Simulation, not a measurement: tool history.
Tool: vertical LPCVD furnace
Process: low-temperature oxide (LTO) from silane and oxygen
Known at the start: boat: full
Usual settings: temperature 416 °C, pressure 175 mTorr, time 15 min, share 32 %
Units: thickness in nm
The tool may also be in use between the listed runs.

| run | hour | temperature | pressure | time | share | read-back reference wafer on the same gauge, thickness | thickness |
|---|---|---|---|---|---|---|---|
| 1 | 0 | 416 | 175 | 15 | 32 | 78.55 | 100.59 |
| 2 | 27.6 | 416 | 155 | 15 | 29 | 78.47 | 77.68 |
| 3 | 40.9 | 416 | 155 | 15 | 29 | 78.54 | 77.7 |
| 4 | 73.3 | 416 | 175 | 15 | 32 | 78.46 | 100.81 |
| 5 | 91.3 | 416 | 175 | 15 | 32 | 78.52 | 100.71 |
| 6 | 119.4 | 416 | 175 | 15 | 32 | 78.5 | 100.79 |
|  | 126.4 | gauge calibrated |
| 7 | 138.4 | 416 | 175 | 15 | 35 | 78.5 | 113.68 |
|  | 170.3 | thermocouples replaced and temperature profile calibrated |
| 8 | 170.8 | 428 | 175 | 15 | 32 | 78.56 | 117.16 |
|  | 209.5 | silane flow controller replaced |
| 9 | 224.7 | 416 | 205 | 15 | 32 | 78.48 | 121.13 |
|  | 249.9 | thermocouples replaced and temperature profile calibrated, repeated, since the last time left the tool worse |
|  | 258.7 | pressure gauge zeroed |
| 10 | 259.9 | 416 | 155 | 15 | 32 | 78.49 | 86.61 |
| 11 | 272.2 | 416 | 175 | 15 | 32 | 78.47 | 98.02 |
| 12 | 307.6 | 416 | 175 | 15 | 32 | 78.56 | 97.71 |
| 13 | 333.4 | 411 | 175 | 20.5 | 32 | 78.58 | 126.5 |
| 14 | 347.6 | 416 | 210 | 15 | 32 | 78.54 | 117.45 |

Some steps in thickness between neighbouring runs. How much of each would the tool show without its hidden state too (settings, what came in, random variation), and how much is left for the hidden state, with any gauge scatter that isn't in both results?
The hidden state here: true tube temperature minus thermocouple reading, K; true pressure minus gauge reading, mTorr; deviation of the silane flow from its setpoint, %; gauge reads high (%).
Run 9 -> 10: pressure 205 -> 155, thermocouples replaced and temperature profile calibrated, repeated, since the last time left the tool worse, pressure gauge zeroed. thickness -34.52 nm: hidden state -6.37, all else -28.15.
